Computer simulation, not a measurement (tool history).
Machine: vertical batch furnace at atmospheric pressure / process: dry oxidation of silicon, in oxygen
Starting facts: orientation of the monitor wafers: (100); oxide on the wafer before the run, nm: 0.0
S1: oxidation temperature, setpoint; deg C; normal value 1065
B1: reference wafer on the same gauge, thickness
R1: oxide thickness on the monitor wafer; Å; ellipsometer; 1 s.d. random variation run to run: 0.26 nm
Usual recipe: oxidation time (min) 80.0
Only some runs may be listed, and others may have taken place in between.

run 1 hour=0.0 | S1=1065 oxidation_time_(min)=80.0 | B1=92.02 | R1=1076.0
run 2 hour=13.4 | S1=1065 oxidation_time_(min)=80.0 | B1=92.02 | R1=1081.8
run 3 hour=96.3 | S1=1065 oxidation_time_(min)=80.0 | B1=92.00 | R1=1079.3
run 4 hour=118.8 | S1=1065 oxidation_time_(min)=80.0 | B1=91.99 | R1=1076.7
run 5 hour=149.6 | S1=1065 oxidation_time_(min)=80.0 | B1=92.05 | R1=1075.6
run 6 hour=173.0 | S1=1065 oxidation_time_(min)=80.0 | B1=91.92 | R1=1074.0
run 7 hour=200.0 | S1=1065 oxidation_time_(min)=61.5 | B1=91.96 | R1=906.4
run 8 hour=219.9 | S1=1065 oxidation_time_(min)=80.0 | B1=92.01 | R1=1073.5
run 9 hour=244.9 | S1=1065 oxidation_time_(min)=63.5 | B1=91.96 | R1=929.5
run 10 hour=263.9 | S1=1065 oxidation_time_(min)=80.0 | B1=92.02 | R1=1077.0
-- hour=294.7 boat lift adjusted
run 11 hour=298.3 | S1=1065 oxidation_time_(min)=95.5 | B1=91.98 | R1=1181.2

Predict the results of run 12:
-- hour=325.1 thermocouples replaced and temperature profile calibrated
run 12 hour=325.6 | S1=1072 oxidation_time_(min)=44.5 | B1=? | R1=?

Logged for run 12: B1 92.00, R1 765.8 Å.
On a tool with no hidden condition, and with the same random variation, this run would have come out at R1 797.1 Å.

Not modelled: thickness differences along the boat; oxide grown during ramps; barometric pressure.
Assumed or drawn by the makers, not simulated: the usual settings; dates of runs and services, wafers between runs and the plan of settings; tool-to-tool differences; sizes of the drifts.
